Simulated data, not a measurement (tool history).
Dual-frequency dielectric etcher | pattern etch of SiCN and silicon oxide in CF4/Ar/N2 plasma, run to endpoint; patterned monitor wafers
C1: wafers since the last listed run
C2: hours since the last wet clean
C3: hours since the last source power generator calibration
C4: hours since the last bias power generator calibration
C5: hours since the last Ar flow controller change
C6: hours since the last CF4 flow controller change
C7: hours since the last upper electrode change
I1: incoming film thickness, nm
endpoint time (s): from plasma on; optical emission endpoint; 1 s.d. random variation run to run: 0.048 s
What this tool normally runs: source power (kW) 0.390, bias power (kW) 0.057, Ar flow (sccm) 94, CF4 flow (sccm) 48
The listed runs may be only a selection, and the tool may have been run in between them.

{"run": 1, "day": 0.0, "source power (kW)": 0.39, "bias power (kW)": 0.057, "Ar flow (sccm)": 94, "CF4 flow (sccm)": 48, "C1": 0, "C2": 277.5, "C3": 2889.5, "C4": 2524.8, "C5": 1965.6, "C6": 2286.4, "C7": 1007.9, "I1": 9.31, "endpoint time (s)": 15.1}
{"run": 2, "day": 3.717, "source power (kW)": 0.46, "bias power (kW)": 0.057, "Ar flow (sccm)": 94, "CF4 flow (sccm)": 55, "C1": 1174, "C2": 366.7, "C3": 2978.7, "C4": 2614.0, "C5": 2054.8, "C6": 2375.6, "C7": 1097.1, "I1": 9.3, "endpoint time (s)": 13.1}
{"run": 3, "day": 6.821, "source power (kW)": 0.46, "bias power (kW)": 0.057, "Ar flow (sccm)": 94, "CF4 flow (sccm)": 55, "C1": 981, "C2": 441.2, "C3": 3053.2, "C4": 2688.5, "C5": 2129.3, "C6": 2450.1, "C7": 1171.6, "I1": 9.28, "endpoint time (s)": 13.0}
{"run": 4, "day": 9.833, "source power (kW)": 0.46, "bias power (kW)": 0.057, "Ar flow (sccm)": 94, "CF4 flow (sccm)": 55, "C1": 952, "C2": 513.5, "C3": 3125.5, "C4": 2760.8, "C5": 2201.6, "C6": 2522.4, "C7": 1243.9, "I1": 9.28, "endpoint time (s)": 13.0}
{"day": 12.554, "done": "wet clean of the chamber"}
{"run": 5, "day": 12.575, "source power (kW)": 0.39, "bias power (kW)": 0.057, "Ar flow (sccm)": 94, "CF4 flow (sccm)": 48, "C1": 550, "C2": 0.5, "C3": 3191.3, "C4": 2826.6, "C5": 2267.4, "C6": 2588.2, "C7": 1309.7, "I1": 9.18, "endpoint time (s)": 14.8}
{"run": 6, "day": 14.696, "source power (kW)": 0.39, "bias power (kW)": 0.064, "Ar flow (sccm)": 94, "CF4 flow (sccm)": 48, "C1": 670, "C2": 51.4, "C3": 3242.2, "C4": 2877.5, "C5": 2318.3, "C6": 2639.1, "C7": 1360.6, "I1": 9.37, "endpoint time (s)": 14.7}
{"run": 7, "day": 16.783, "source power (kW)": 0.39, "bias power (kW)": 0.064, "Ar flow (sccm)": 94, "CF4 flow (sccm)": 48, "C1": 659, "C2": 101.5, "C3": 3292.3, "C4": 2927.6, "C5": 2368.4, "C6": 2689.2, "C7": 1410.7, "I1": 9.25, "endpoint time (s)": 14.5}
{"run": 8, "day": 19.188, "source power (kW)": 0.39, "bias power (kW)": 0.057, "Ar flow (sccm)": 94, "CF4 flow (sccm)": 48, "C1": 759, "C2": 159.2, "C3": 3350.0, "C4": 2985.3, "C5": 2426.1, "C6": 2746.9, "C7": 1468.4, "I1": 9.19, "endpoint time (s)": 14.7}
{"run": 9, "day": 21.221, "source power (kW)": 0.39, "bias power (kW)": 0.057, "Ar flow (sccm)": 111, "CF4 flow (sccm)": 42, "C1": 642, "C2": 208.0, "C3": 3398.8, "C4": 3034.1, "C5": 2474.9, "C6": 2795.7, "C7": 1517.2, "I1": 9.32, "endpoint time (s)": 16.0}
{"run": 10, "day": 23.308, "source power (kW)": 0.39, "bias power (kW)": 0.057, "Ar flow (sccm)": 111, "CF4 flow (sccm)": 42, "C1": 659, "C2": 258.1, "C3": 3448.9, "C4": 3084.2, "C5": 2525.0, "C6": 2845.8, "C7": 1567.3, "I1": 9.19, "endpoint time (s)": 15.7}
{"run": 11, "day": 32.958, "source power (kW)": 0.44, "bias power (kW)": 0.057, "Ar flow (sccm)": 94, "CF4 flow (sccm)": 48, "C1": 3049, "C2": 489.7, "C3": 3680.5, "C4": 3315.8, "C5": 2756.6, "C6": 3077.4, "C7": 1798.9, "I1": 9.38, "endpoint time (s)": 14.0}
{"day": 35.392, "done": "wet clean of the chamber"}
{"run": 12, "day": 36.325, "source power (kW)": 0.39, "bias power (kW)": 0.045, "Ar flow (sccm)": 84, "CF4 flow (sccm)": 43, "C1": 747, "C2": 22.4, "C3": 3761.3, "C4": 3396.6, "C5": 2837.4, "C6": 3158.2, "C7": 1879.7, "I1": 9.35, "endpoint time (s)": 16.0}
{"run": 13, "day": 37.954, "source power (kW)": 0.48, "bias power (kW)": 0.071, "Ar flow (sccm)": 103, "CF4 flow (sccm)": 55, "C1": 514, "C2": 61.5, "C3": 3800.4, "C4": 3435.7, "C5": 2876.5, "C6": 3197.3, "C7": 1918.8, "I1": 9.22, "endpoint time (s)": 12.0}
{"day": 40.104, "done": "bias power generator calibrated"}
{"day": 41.508, "done": "upper electrode replaced"}
{"run": 14, "day": 42.183, "source power (kW)": 0.39, "bias power (kW)": 0.049, "Ar flow (sccm)": 94, "CF4 flow (sccm)": 58, "C1": 967, "C2": 163.0, "C3": 3901.9, "C4": 49.9, "C5": 2978.0, "C6": 3298.8, "C7": 16.2, "I1": 9.28, "endpoint time (s)": 15.2}
{"day": 42.508, "done": "source power generator calibrated"}
{"run": 15, "day": 46.283, "source power (kW)": 0.39, "bias power (kW)": 0.057, "Ar flow (sccm)": 94, "CF4 flow (sccm)": 48, "C1": 1243, "C2": 261.4, "C3": 90.6, "C4": 148.3, "C5": 3076.4, "C6": 3397.2, "C7": 114.6, "I1": 9.32, "endpoint time (s)": 15.3}
{"day": 47.467, "done": "Ar flow controller replaced"}
{"day": 51.429, "done": "CF4 flow controller replaced"}
{"run": 16, "day": 52.829, "source power (kW)": 0.48, "bias power (kW)": 0.053, "Ar flow (sccm)": 94, "CF4 flow (sccm)": 48, "C1": 1910, "C2": 418.5, "C3": 247.7, "C4": 305.4, "C5": 128.7, "C6": 33.6, "C7": 271.7, "I1": 9.36, "endpoint time (s)": 13.5}
{"day": 54.625, "done": "source power generator calibrated, repeated, since the last time left the tool worse"}
{"run": 17, "day": 54.646, "source power (kW)": 0.39, "bias power (kW)": 0.057, "Ar flow (sccm)": 111, "CF4 flow (sccm)": 48, "C1": 521, "C2": 462.1, "C3": 0.5, "C4": 349.0, "C5": 172.3, "C6": 77.2, "C7": 315.3, "I1": 9.29, "endpoint time (s)": 15.1}
{"run": 18, "day": 56.417, "source power (kW)": 0.39, "bias power (kW)": 0.049, "Ar flow (sccm)": 94, "CF4 flow (sccm)": 48, "C1": 559, "C2": 504.6, "C3": 43.0, "C4": 391.5, "C5": 214.8, "C6": 119.7, "C7": 357.8, "I1": 9.28, "endpoint time (s)": 15.2}
{"run": 19, "day": 58.871, "source power (kW)": 0.39, "bias power (kW)": 0.057, "Ar flow (sccm)": 94, "CF4 flow (sccm)": 48, "C1": 775, "C2": 563.5, "C3": 101.9, "C4": 450.4, "C5": 273.7, "C6": 178.6, "C7": 416.7, "I1": 9.3, "endpoint time (s)": 14.7}
{"day": 61.479, "done": "wet clean of the chamber"}
{"run": 20, "day": 62.4, "source power (kW)": 0.39, "bias power (kW)": 0.057, "Ar flow (sccm)": 106, "CF4 flow (sccm)": 48, "C1": 799, "C2": 22.1, "C3": 186.6, "C4": 535.1, "C5": 358.4, "C6": 263.3, "C7": 501.4, "I1": 9.35, "endpoint time (s)": 15.2}
{"run": 21, "day": 66.833, "source power (kW)": 0.39, "bias power (kW)": 0.063, "Ar flow (sccm)": 79, "CF4 flow (sccm)": 60, "C1": 1401, "C2": 128.5, "C3": 293.0, "C4": 641.5, "C5": 464.8, "C6": 369.7, "C7": 607.8, "I1": 9.21, "endpoint time (s)": 13.2}
{"run": 22, "day": 69.517, "source power (kW)": 0.39, "bias power (kW)": 0.057, "Ar flow (sccm)": 94, "CF4 flow (sccm)": 48, "C1": 848, "C2": 192.9, "C3": 357.4, "C4": 705.9, "C5": 529.2, "C6": 434.1, "C7": 672.2, "I1": 9.29, "endpoint time (s)": 14.7}

Below are 5 alternative next runs, each starting from the tool's condition after run 22. Predict each:
{"run": "A", "day": 69.533, "source power (kW)": 0.39, "bias power (kW)": 0.057, "Ar flow (sccm)": 94, "CF4 flow (sccm)": 54, "C1": 5, "C2": 193.3, "C3": 357.8, "C4": 706.3, "C5": 529.6, "C6": 434.5, "C7": 672.6, "I1": 9.37, "endpoint time (s)": "?"}
{"run": "B", "day": 69.533, "source power (kW)": 0.32, "bias power (kW)": 0.057, "Ar flow (sccm)": 94, "CF4 flow (sccm)": 44, "C1": 5, "C2": 193.3, "C3": 357.8, "C4": 706.3, "C5": 529.6, "C6": 434.5, "C7": 672.6, "I1": 9.37, "endpoint time (s)": "?"}
{"run": "C", "day": 69.533, "source power (kW)": 0.39, "bias power (kW)": 0.057, "Ar flow (sccm)": 78, "CF4 flow (sccm)": 48, "C1": 5, "C2": 193.3, "C3": 357.8, "C4": 706.3, "C5": 529.6, "C6": 434.5, "C7": 672.6, "I1": 9.37, "endpoint time (s)": "?"}
{"run": "D", "day": 69.533, "source power (kW)": 0.39, "bias power (kW)": 0.044, "Ar flow (sccm)": 87, "CF4 flow (sccm)": 48, "C1": 5, "C2": 193.3, "C3": 357.8, "C4": 706.3, "C5": 529.6, "C6": 434.5, "C7": 672.6, "I1": 9.37, "endpoint time (s)": "?"}
{"run": "E", "day": 69.533, "source power (kW)": 0.39, "bias power (kW)": 0.057, "Ar flow (sccm)": 94, "CF4 flow (sccm)": 58, "C1": 5, "C2": 193.3, "C3": 357.8, "C4": 706.3, "C5": 529.6, "C6": 434.5, "C7": 672.6, "I1": 9.37, "endpoint time (s)": "?"}

run=A endpoint_time_(s)=14.6
run=B endpoint_time_(s)=17.2
run=C endpoint_time_(s)=14.3
run=D endpoint_time_(s)=15.7
run=E endpoint_time_(s)=14.4
The same runs, with their run-to-run variation unchanged, on a tool lacking any hidden condition would have given:
run=A endpoint_time_(s)=14.5
run=B endpoint_time_(s)=17.1
run=C endpoint_time_(s)=14.2
run=D endpoint_time_(s)=15.6
run=E endpoint_time_(s)=14.3
